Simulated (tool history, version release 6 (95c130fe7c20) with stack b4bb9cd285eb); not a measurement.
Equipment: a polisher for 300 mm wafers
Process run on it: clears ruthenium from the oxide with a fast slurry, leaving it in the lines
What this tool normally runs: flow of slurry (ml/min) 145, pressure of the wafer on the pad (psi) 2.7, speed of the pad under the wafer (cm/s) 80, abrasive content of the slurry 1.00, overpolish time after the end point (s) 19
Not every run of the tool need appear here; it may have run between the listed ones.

run	hour	flow of slurry (ml/min)	pressure of the wafer on the pad (psi)	speed of the pad under the wafer (cm/s)	abrasive content of the slurry	overpolish time after the end point (s)	wafers since the last listed run	wafers polished on this pad	hours since the slurry nozzle was cleaned	hours since the head pressure was calibrated	hours since the slurry blender was calibrated	incoming thickness of the incoming film, nm	time until the end point was called (s)	dishing of a wide line in a test structure (Å)
1	0.0	145	2.7	80	1.00	19	0	517	47.0	800.9	133.8	160.6	67.5	349
2	12.0	145	2.7	80	1.00	19	89	607	59.0	812.9	145.8	160.9	66.9	338
# hour 26.0: worn pad replaced by a new one
3	51.1	145	2.7	80	1.00	19	263	188	98.1	852.0	184.9	158.8	66.7	340
4	63.5	115	2.7	80	1.00	19	92	281	110.5	864.4	197.3	162.6	69.8	329
5	71.5	115	2.7	80	1.00	19	59	341	118.5	872.4	205.3	160.8	69.9	337
6	79.4	115	2.7	80	1.00	19	59	400	126.4	880.3	213.2	162.5	70.0	341
# hour 115.1: worn pad replaced by a new one
7	126.4	145	2.7	80	1.00	19	322	85	173.4	927.3	260.2	160.1	67.4	330
8	136.2	145	2.7	80	1.00	19	73	158	183.2	937.1	270.0	158.9	67.2	341
# hour 142.6: head pressure recalibrated
9	146.4	145	2.7	80	1.00	19	61	219	193.4	3.8	280.2	158.2	67.6	330
10	155.0	110	2.7	80	0.70	10	64	284	202.0	12.4	288.8	160.3	86.4	164
11	165.4	145	3.0	70	0.85	9	77	362	212.4	22.8	299.2	159.5	76.2	162
# hour 173.2: slurry nozzle cleaned
12	181.9	145	2.7	80	1.30	15	116	478	8.7	39.3	315.7	159.0	59.0	307

For run 13, what comes out?
# hour 198.0: slurry blender recalibrated
13	198.5	145	2.7	80	1.20	19	109	588	25.3	55.9	0.5	156.5	?	?

Run 13 measured time until the end point was called (s) 52.5, dishing of a wide line in a test structure (Å) 408.
Minus the tool's unlogged condition, the same run would have read time until the end point was called (s) 52.1, dishing of a wide line in a test structure (Å) 410.

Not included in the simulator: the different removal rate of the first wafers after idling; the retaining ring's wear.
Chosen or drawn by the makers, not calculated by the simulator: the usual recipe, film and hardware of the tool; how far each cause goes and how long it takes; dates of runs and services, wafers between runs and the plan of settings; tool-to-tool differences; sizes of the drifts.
